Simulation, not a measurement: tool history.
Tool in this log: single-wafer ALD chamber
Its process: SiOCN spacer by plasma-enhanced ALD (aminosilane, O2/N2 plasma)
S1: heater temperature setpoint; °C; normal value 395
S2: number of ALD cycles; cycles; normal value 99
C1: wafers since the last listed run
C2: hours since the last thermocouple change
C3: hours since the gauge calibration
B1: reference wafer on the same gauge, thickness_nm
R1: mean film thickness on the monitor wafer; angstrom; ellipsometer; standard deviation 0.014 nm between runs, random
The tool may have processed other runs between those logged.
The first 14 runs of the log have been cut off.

run 15 day=45.242 | S1=407 S2=83 | C1=183 C2=1318.0 C3=1466.4 | B1=6.375 | R1=44.00
run 16 day=47.562 | S1=407 S2=83 | C1=108 C2=1373.7 C3=1522.1 | B1=6.370 | R1=43.67
run 17 day=50.754 | S1=402 S2=84 | C1=148 C2=1450.3 C3=1598.7 | B1=6.367 | R1=45.20
run 18 day=52.575 | S1=402 S2=84 | C1=84 C2=1494.0 C3=1642.4 | B1=6.361 | R1=45.04
run 19 day=54.471 | S1=403 S2=107 | C1=88 C2=1539.5 C3=1687.9 | B1=6.359 | R1=57.31
-- day=55.042 thermocouple changed; heater temperature recalibrated
run 20 day=57.217 | S1=388 S2=85 | C1=112 C2=52.2 C3=1753.8 | B1=6.364 | R1=45.86
run 21 day=60.167 | S1=391 S2=90 | C1=137 C2=123.0 C3=1824.6 | B1=6.359 | R1=48.54
run 22 day=61.975 | S1=402 S2=79 | C1=84 C2=166.4 C3=1868.0 | B1=6.367 | R1=42.62
run 23 day=64.262 | S1=395 S2=99 | C1=106 C2=221.3 C3=1922.9 | B1=6.354 | R1=53.60
run 24 day=67.512 | S1=380 S2=88 | C1=151 C2=299.3 C3=2000.9 | B1=6.361 | R1=47.53
run 25 day=69.604 | S1=395 S2=99 | C1=97 C2=349.5 C3=2051.1 | B1=6.356 | R1=53.53
run 26 day=73.600 | S1=395 S2=99 | C1=186 C2=445.4 C3=2147.0 | B1=6.362 | R1=53.54
run 27 day=76.146 | S1=395 S2=99 | C1=118 C2=506.5 C3=2208.1 | B1=6.347 | R1=53.75
-- day=77.388 gauge calibrated
run 28 day=80.554 | S1=408 S2=99 | C1=205 C2=612.3 C3=76.0 | B1=6.442 | R1=52.79
run 29 day=83.033 | S1=395 S2=99 | C1=115 C2=671.8 C3=135.5 | B1=6.441 | R1=54.27
run 30 day=86.358 | S1=390 S2=91 | C1=154 C2=751.6 C3=215.3 | B1=6.432 | R1=49.80
run 31 day=88.525 | S1=385 S2=82 | C1=100 C2=803.6 C3=267.3 | B1=6.428 | R1=44.85
run 32 day=90.271 | S1=395 S2=99 | C1=81 C2=845.5 C3=309.2 | B1=6.424 | R1=54.00
run 33 day=93.058 | S1=381 S2=110 | C1=129 C2=912.4 C3=376.1 | B1=6.411 | R1=60.07
run 34 day=97.442 | S1=403 S2=99 | C1=204 C2=1017.6 C3=481.3 | B1=6.407 | R1=53.61
run 35 day=101.721 | S1=405 S2=108 | C1=199 C2=1120.3 C3=584.0 | B1=6.397 | R1=57.65
run 36 day=105.988 | S1=401 S2=99 | C1=198 C2=1222.7 C3=686.4 | B1=6.387 | R1=53.42
run 37 day=110.225 | S1=386 S2=105 | C1=197 C2=1324.4 C3=788.1 | B1=6.383 | R1=56.81

What if the next run were any one of these 4? Each begins from the tool's condition after run 37:
run A day=110.250 | S1=388 S2=99 | C1=1 C2=1325.0 C3=788.7 | B1=? | R1=?
run B day=110.250 | S1=391 S2=106 | C1=1 C2=1325.0 C3=788.7 | B1=? | R1=?
run C day=110.250 | S1=399 S2=80 | C1=1 C2=1325.0 C3=788.7 | B1=? | R1=?
run D day=110.250 | S1=399 S2=99 | C1=1 C2=1325.0 C3=788.7 | B1=? | R1=?

run=A B1=6.385 R1=53.67
run=B B1=6.385 R1=57.46
run=C B1=6.385 R1=43.37
run=D B1=6.385 R1=53.67
Without the tool's hidden state the same runs would have given:
run=A R1=54.50
run=B R1=58.35
run=C R1=44.04
run=D R1=54.50
